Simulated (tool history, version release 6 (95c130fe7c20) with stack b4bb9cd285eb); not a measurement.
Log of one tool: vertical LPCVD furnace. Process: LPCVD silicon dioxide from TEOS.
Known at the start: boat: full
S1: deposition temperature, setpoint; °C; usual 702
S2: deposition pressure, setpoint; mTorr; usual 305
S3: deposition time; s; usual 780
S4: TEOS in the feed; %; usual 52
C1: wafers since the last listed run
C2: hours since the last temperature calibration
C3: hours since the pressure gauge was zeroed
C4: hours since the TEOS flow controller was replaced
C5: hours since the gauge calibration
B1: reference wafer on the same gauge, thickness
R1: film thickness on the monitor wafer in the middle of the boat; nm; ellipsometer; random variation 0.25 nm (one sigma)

run	hour	S1	S2	S3	S4	C1	C2	C3	C4	C5	B1	R1
1	0.0	702	305	780	52	0	2703.5	3924.0	4540.4	180.7	102.88	103.29
2	21.8	702	305	780	52	444	2725.3	3945.8	4562.2	202.5	102.81	102.20
3	54.7	702	305	780	52	671	2758.2	3978.7	4595.1	235.4	102.90	102.86
4	89.0	702	305	840	52	700	2792.5	4013.0	4629.4	269.7	102.77	110.65
# hour 153.6: pressure gauge zeroed
# hour 155.1: thermocouples replaced and temperature profile calibrated
5	157.1	702	305	840	52	870	2.0	3.5	4697.5	337.8	102.81	102.15
6	184.9	702	305	840	52	567	29.8	31.3	4725.3	365.6	102.90	102.16
7	208.5	702	280	870	52	481	53.4	54.9	4748.9	389.2	102.77	101.30
8	223.1	702	305	780	52	297	68.0	69.5	4763.5	403.8	102.73	95.09
# hour 235.4: gauge calibrated
# hour 256.2: TEOS flow controller replaced
9	256.7	702	305	960	52	195	101.6	103.1	0.5	21.3	102.81	118.02
10	270.6	693	325	900	52	283	115.5	117.0	14.4	35.2	102.83	92.30
11	301.9	702	260	930	52	638	146.8	148.3	45.7	66.5	102.85	105.88
12	330.8	702	305	780	60	589	175.7	177.2	74.6	95.4	102.74	103.16
13	358.1	698	280	960	57	557	203.0	204.5	101.9	122.7	102.76	108.18
14	391.5	702	305	780	52	681	236.4	237.9	135.3	156.1	102.83	96.57
15	425.0	714	305	780	61	683	269.9	271.4	168.8	189.6	102.77	137.74

Forecast each of these 3 alternatives for the next run:
A	429.3	702	305	780	52	87	274.2	275.7	173.1	193.9	?	?
B	429.3	702	330	780	45	87	274.2	275.7	173.1	193.9	?	?
C	429.3	695	305	1020	52	87	274.2	275.7	173.1	193.9	?	?

run	B1	R1
A	102.90	97.04
B	102.90	93.90
C	102.90	107.84
Without the tool's hidden state the same runs would have given:
run	R1
A	93.57
B	90.54
C	103.92
